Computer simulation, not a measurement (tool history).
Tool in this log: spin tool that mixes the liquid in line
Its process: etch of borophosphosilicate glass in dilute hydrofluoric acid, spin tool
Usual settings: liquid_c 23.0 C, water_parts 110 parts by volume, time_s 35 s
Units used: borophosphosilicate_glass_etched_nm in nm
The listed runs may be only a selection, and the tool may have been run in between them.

run,hour,liquid_c,water_parts,time_s,"read-back film thickness of the borophosphosilicate glass reference wafer, read on the same gauge (nm)",borophosphosilicate_glass_etched_nm
1,0.0,23.0,110,25,149.98,8.57
2,42.2,23.0,110,35,149.99,12.17
3,109.3,23.0,110,35,150.01,12.03
4,165.0,23.0,110,35,150.00,12.12
5,339.1,23.0,110,35,150.01,12.04
6,364.4,23.0,110,35,149.98,12.15
7,431.6,23.0,110,50,150.00,17.32
# hour 490.5: thermometer replaced
8,491.0,23.0,110,50,149.99,17.30
9,561.3,23.0,110,30,150.02,10.44
10,597.7,23.0,110,30,149.99,10.35
11,647.4,23.0,110,35,150.01,12.00
12,713.7,24.5,110,45,150.01,16.54
13,752.2,23.0,110,35,149.98,12.15
14,788.5,23.0,110,35,149.99,12.12
15,847.3,19.5,160,40,149.98,7.82
16,931.8,23.0,110,35,150.01,12.04
17,975.6,24.5,110,45,149.99,16.54
18,1168.5,25.0,60,45,150.01,33.10
19,1221.8,23.0,110,20,150.01,6.91
20,1267.0,25.5,110,35,150.01,13.43
21,1331.2,23.0,110,35,149.99,12.03
# hour 1340.4: gauge calibrated
# hour 1369.4: hydrofluoric acid flow meter replaced
22,1376.9,25.0,110,35,150.00,13.14
23,1432.7,23.0,110,35,149.99,12.13
24,1471.8,24.5,70,25,150.00,15.21
25,1515.6,26.5,60,25,150.00,19.44
26,1549.6,23.0,125,40,150.02,11.95
27,1583.1,26.5,135,25,150.00,7.86
28,1617.2,23.0,110,20,150.00,6.89
29,1678.0,26.0,110,35,149.99,13.60
30,1716.2,23.0,150,45,149.99,10.92
31,1764.7,23.0,110,35,149.99,12.06
32,1829.4,20.5,110,35,149.98,11.02
33,1868.3,18.5,110,35,149.99,10.11

Each row is a separate what-if for the run after 33, all from the same tool condition, not one after another. Results?
A,1868.7,23.0,80,35,?,?
B,1868.7,20.0,110,40,?,?
C,1868.7,26.0,165,20,?,?

run,"read-back film thickness of the borophosphosilicate glass reference wafer, read on the same gauge (nm)",borophosphosilicate_glass_etched_nm
A,149.99,17.23
B,149.99,12.24
C,149.99,4.84
Stripped of hidden state, with their random variation kept, the same runs would have yielded:
run,borophosphosilicate_glass_etched_nm
A,17.23
B,12.24
C,4.84

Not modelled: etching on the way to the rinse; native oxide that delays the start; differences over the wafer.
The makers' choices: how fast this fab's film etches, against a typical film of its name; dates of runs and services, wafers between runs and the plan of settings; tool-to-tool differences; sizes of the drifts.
